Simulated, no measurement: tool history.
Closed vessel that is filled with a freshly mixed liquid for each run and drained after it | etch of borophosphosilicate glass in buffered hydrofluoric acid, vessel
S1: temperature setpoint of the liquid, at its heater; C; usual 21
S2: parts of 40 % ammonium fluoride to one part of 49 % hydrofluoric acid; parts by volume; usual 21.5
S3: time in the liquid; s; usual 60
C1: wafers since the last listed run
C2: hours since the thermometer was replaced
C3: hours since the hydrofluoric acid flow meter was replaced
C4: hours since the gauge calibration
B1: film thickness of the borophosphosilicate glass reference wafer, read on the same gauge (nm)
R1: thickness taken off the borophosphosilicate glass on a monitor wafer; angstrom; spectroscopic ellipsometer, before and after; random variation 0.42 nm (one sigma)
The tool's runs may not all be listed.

run,hour,S1,S2,S3,C1,C2,C3,C4,B1,R1
1,0,21,21.5,60,0,1342.6,327.1,18.2,139.97,477.3
2,49.7,21,21.5,60,7095,1392.3,376.8,67.9,139.99,482.6
3,129.9,21,20,60,11449,1472.5,457,148.1,140.03,498.1
4,195,21,21.5,70,9293,1537.6,522.1,213.2,139.99,551
5,257.9,19,23.5,60,8979,1600.5,585,276.1,139.99,391.7
6,351.6,19,23.5,60,13376,1694.2,678.7,369.8,140.01,392.7
7,409.8,21,21.5,80,8308,1752.4,736.9,428,140.03,612.5
8,479.9,21,26.5,60,10007,1822.5,807,498.1,140,393.4
9,530.2,21,26.5,60,7180,1872.8,857.3,548.4,140.02,394.5
10,569.9,21,21.5,60,5667,1912.5,897,588.1,140,455.8
# hour 630.1: gauge calibrated
11,635.2,21,21.5,60,9322,1977.8,962.3,5.1,140,448.4
# hour 701.9: thermometer replaced
12,730.8,26,18,60,13504,28.9,1057.9,100.7,140.05,702
13,791.1,19,16.5,30,8608,89.2,1118.2,161,140.02,257
# hour 860.4: hydrofluoric acid flow meter replaced
14,880.9,18.5,18.5,85,12676,179,20.5,250.8,139.97,721.5
15,974.4,21,21.5,75,13347,272.5,114,344.3,140,644.4
16,1046.9,21,21.5,30,10349,345,186.5,416.8,139.99,250.4
17,1124.7,21,25,60,11106,422.8,264.3,494.6,139.94,451.1

Forecast run 18:
18,1193.7,21,21.5,60,9850,491.8,333.3,563.6,?,?

B1: 139.96
R1: 498.2 angstrom
Without the tool's hidden state the same run would have given R1 526.8 angstrom.

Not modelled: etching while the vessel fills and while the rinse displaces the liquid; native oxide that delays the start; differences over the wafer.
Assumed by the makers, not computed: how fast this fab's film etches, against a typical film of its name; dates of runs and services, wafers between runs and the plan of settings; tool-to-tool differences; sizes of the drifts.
